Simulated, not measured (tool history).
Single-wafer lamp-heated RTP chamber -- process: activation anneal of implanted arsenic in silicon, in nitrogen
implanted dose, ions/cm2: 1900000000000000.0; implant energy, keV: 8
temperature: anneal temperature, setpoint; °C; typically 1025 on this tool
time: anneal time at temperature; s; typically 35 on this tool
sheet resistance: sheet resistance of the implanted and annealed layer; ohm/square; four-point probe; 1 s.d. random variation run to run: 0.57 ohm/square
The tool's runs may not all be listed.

run	hour	temperature	time	read-back reference wafer on the same gauge, sheet resistance	sheet resistance
1	0	1032	30	89.86	92.07
2	56.2	1025	35	90	92.77
3	113.9	1025	35	89.88	92.43
4	179.9	1025	35	89.94	92.46
5	225.5	1025	28	90.32	96.91
# hour 291.1: pyrometer window cleaned and pyrometer calibrated
6	296.9	1025	28	90.01	97.15
7	356.7	1025	28	90.24	97.16
8	384.4	1025	35	90.11	91.81
9	409.1	1025	35	90	90.78
10	479	1025	35	90	90.77
11	520.2	1025	35	89.87	90.42
12	573.9	1025	35	89.97	91.13
13	645.2	1025	26	90.06	99.08
14	676.6	1054	25	89.99	81.29
15	817.2	1035	44	89.86	79.86
16	877.7	1025	35	90.18	90.35
# hour 908.5: gauge calibrated
17	971.8	996	15	90.29	138.76
# hour 1010.4: pyrometer window cleaned and pyrometer calibrated
18	1010.9	1025	29	90.04	93.54
19	1042.2	1009	15	90.06	126.21
# hour 1066.6: reflector plate cleaned
20	1079.7	1025	35	90.08	94.43
21	1114.9	999	27	89.99	123.98
22	1178.4	1025	25	89.8	103.74
23	1244.7	1025	35	89.95	93.86
24	1294.9	1008	47	90.06	98.42
25	1353.8	1045	35	89.99	82.85
26	1408.8	1025	35	89.96	93.63

Forecast each of these 5 alternatives for the next run:
A	1409.2	1025	35	?	?
B	1409.2	995	35	?	?
C	1409.2	1016	15	?	?
D	1409.2	1044	16	?	?
E	1409.2	1007	35	?	?

run	read-back reference wafer on the same gauge, sheet resistance	sheet resistance
A	89.92	94.59
B	89.92	119.82
C	89.92	127.38
D	89.92	101.99
E	89.92	108.56
Without the tool's unlogged condition, the same runs would have read:
run	sheet resistance
A	96.14
B	122.08
C	129.52
D	103.63
E	110.58
